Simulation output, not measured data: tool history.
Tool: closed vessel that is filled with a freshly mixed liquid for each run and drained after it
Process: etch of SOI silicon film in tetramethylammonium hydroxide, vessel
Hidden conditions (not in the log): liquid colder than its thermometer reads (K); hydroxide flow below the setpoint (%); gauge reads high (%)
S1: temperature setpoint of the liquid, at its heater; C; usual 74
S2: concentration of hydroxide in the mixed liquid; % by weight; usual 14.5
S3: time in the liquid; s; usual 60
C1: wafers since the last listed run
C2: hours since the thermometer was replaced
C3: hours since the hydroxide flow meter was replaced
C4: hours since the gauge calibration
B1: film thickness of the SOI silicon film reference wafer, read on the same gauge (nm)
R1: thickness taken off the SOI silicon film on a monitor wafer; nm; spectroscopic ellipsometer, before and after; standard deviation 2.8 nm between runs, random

run,hour,S1,S2,S3,C1,C2,C3,C4,B1,R1
1,0,79,12,60,0,1696.1,927.1,185.8,100.02,590.09
2,44.6,79,12,60,5450,1740.7,971.7,230.4,100.01,597.39
3,135.3,79,12,60,11084,1831.4,1062.4,321.1,100,590.25
4,226.1,74,14.5,60,11096,1922.2,1153.2,411.9,100.01,409.3
5,301.5,74,14.5,60,9214,1997.6,1228.6,487.3,99.98,405.51
6,365.6,74,14.5,60,7833,2061.7,1292.7,551.4,100,406.6
7,450.2,71.5,18,60,10339,2146.3,1377.3,636,100,322.12
8,554.4,71.5,18,60,12734,2250.5,1481.5,740.2,100.01,325.75
# hour 606.5: hydroxide flow meter replaced
9,617.4,74,14.5,80,7577,2313.5,10.9,803.2,100.04,540.99

Forecast run 10:
10,700.7,74,14.5,30,10180,2396.8,94.2,886.5,?,?

Run 10 produced B1 100.01, R1 202.81 nm.
Had the tool carried no hidden state, the very same run would have given R1 212.48 nm.

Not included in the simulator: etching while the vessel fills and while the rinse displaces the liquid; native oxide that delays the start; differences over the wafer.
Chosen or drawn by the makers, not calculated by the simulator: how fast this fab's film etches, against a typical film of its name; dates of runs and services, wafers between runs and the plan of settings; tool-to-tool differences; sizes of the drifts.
